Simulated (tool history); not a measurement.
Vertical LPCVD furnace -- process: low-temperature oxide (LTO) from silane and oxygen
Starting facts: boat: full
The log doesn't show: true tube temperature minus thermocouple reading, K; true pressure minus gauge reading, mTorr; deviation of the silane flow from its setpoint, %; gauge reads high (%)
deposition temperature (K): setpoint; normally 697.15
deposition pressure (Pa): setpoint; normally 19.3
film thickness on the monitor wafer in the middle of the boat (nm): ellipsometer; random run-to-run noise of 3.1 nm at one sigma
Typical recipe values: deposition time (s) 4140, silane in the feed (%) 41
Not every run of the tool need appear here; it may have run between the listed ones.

run	hour	deposition temperature (K)	deposition pressure (Pa)	deposition time (s)	silane in the feed (%)	wafers since the last listed run	hours since the last temperature calibration	hours since the pressure gauge was zeroed	hours since the silane flow controller was replaced	hours since the gauge calibration	read-back reference wafer on the same gauge, thickness	film thickness on the monitor wafer in the middle of the boat (nm)
1	0	697.15	16.7	4140	41	0	2749.1	2925.6	2883.3	1682.2	674.34	508.84
# hour 63.6: pressure gauge zeroed
2	69.9	697.15	19.3	4140	41	636	2819	6.3	2953.2	1752.1	674.24	595.18
3	137.3	697.15	19.3	4140	41	934	2886.4	73.7	3020.6	1819.5	673.99	592.44
4	188.2	697.15	19.3	4140	41	706	2937.3	124.6	3071.5	1870.4	674.33	591.53
5	250.4	697.15	19.3	4800	41	862	2999.5	186.8	3133.7	1932.6	674.2	681.94
6	282.2	697.15	19.3	4800	41	441	3031.3	218.6	3165.5	1964.4	674.8	680.42
7	309.6	697.15	19.3	4140	39	380	3058.7	246	3192.9	1991.8	674.3	563.61
8	365.8	697.15	19.3	4140	39	779	3114.9	302.2	3249.1	2048	673.2	559.68
9	425.3	705.15	16	4140	34	825	3174.4	361.7	3308.6	2107.5	674.02	431.65
10	492.6	697.15	19.3	4140	41	933	3241.7	429	3375.9	2174.8	673.67	588.73
11	562.7	697.15	19.3	4800	41	972	3311.8	499.1	3446	2244.9	674.26	684.28
# hour 601.6: silane flow controller replaced
12	608.7	690.15	21.3	2610	41	305	3357.8	545.1	7.1	2290.9	673.63	370.63
13	640.7	703.15	21.3	2790	41	443	3389.8	577.1	39.1	2322.9	674.17	450.18
14	665.9	704.15	16	2730	41	349	3415	602.3	64.3	2348.1	673.36	331.47
15	731.7	697.15	19.3	4140	41	912	3480.8	668.1	130.1	2413.9	673.28	572.69
16	772.3	706.15	19.3	5010	41	563	3521.4	708.7	170.7	2454.5	674.37	753.17
# hour 811.9: gauge calibrated
17	824	697.15	19.3	4140	36	717	3573.1	760.4	222.4	12.1	674.12	495.4
18	887	697.15	19.3	4140	41	873	3636.1	823.4	285.4	75.1	673.99	572.9
19	940	697.15	19.3	4140	37	735	3689.1	876.4	338.4	128.1	674.63	510.73
20	1010.2	697.15	19.3	4140	41	973	3759.3	946.6	408.6	198.3	673.82	575.67
21	1048.5	697.15	19.3	4140	43	531	3797.6	984.9	446.9	236.6	673.92	610.2
22	1106.4	697.15	19.3	4140	46	803	3855.5	1042.8	504.8	294.5	673.66	644.07
23	1155.6	692.15	15.3	4140	41	682	3904.7	1092	554	343.7	674.21	436.81
# hour 1199.4: thermocouples replaced and temperature profile calibrated
24	1222.1	697.15	22.7	2520	44	589	22.7	1158.5	620.5	410.2	674.04	443.66
25	1288.8	697.15	22.7	4140	41	925	89.4	1225.2	687.2	476.9	673.96	675.87
26	1342.3	697.15	18	2520	38	742	142.9	1278.7	740.7	530.4	674.01	303.73
27	1478.2	702.15	17.3	4140	41	1885	278.8	1414.6	876.6	666.3	673.99	548.6
28	1639.8	692.15	19.3	5460	41	2241	440.4	1576.2	1038.2	827.9	674.22	729.9
29	1681.3	697.15	19.3	4140	45	575	481.9	1617.7	1079.7	869.4	674.62	636.15
30	1737.9	697.15	19.3	4890	41	785	538.5	1674.3	1136.3	926	673.53	689.09

How would selected steps in film thickness on the monitor wafer in the middle of the boat (nm) from run to run divide? Give the signed amount a tool lacking its hidden state would still show from settings, what came in and random variation, and the signed amount left for the hidden state, including any gauge scatter that is not in both of the compared results.
Run 11 -> 12: deposition temperature (K) 697.15 -> 690.15, deposition pressure (Pa) 19.3 -> 21.3, deposition time (s) 4800 -> 2610, silane flow controller replaced. film thickness on the monitor wafer in the middle of the boat (nm) -313.65: hidden state -24.78, all else -288.87.
Run 16 -> 17: deposition temperature (K) 706.15 -> 697.15, deposition time (s) 5010 -> 4140, silane in the feed (%) 41 -> 36, gauge calibrated. film thickness on the monitor wafer in the middle of the boat (nm) -257.77: hidden state +0.37, all else -258.14.
Run 24 -> 25: deposition time (s) 2520 -> 4140, silane in the feed (%) 44 -> 41. film thickness on the monitor wafer in the middle of the boat (nm) +232.21: hidden state +4.88, all else +227.33.
Run 25 -> 26: deposition pressure (Pa) 22.7 -> 18, deposition time (s) 4140 -> 2520, silane in the feed (%) 41 -> 38. film thickness on the monitor wafer in the middle of the boat (nm) -372.14: hidden state -4.6, all else -367.54.
Run 27 -> 28: deposition temperature (K) 702.15 -> 692.15, deposition pressure (Pa) 17.3 -> 19.3, deposition time (s) 4140 -> 5460. film thickness on the monitor wafer in the middle of the boat (nm) +181.3: hidden state +5.22, all else +176.08.
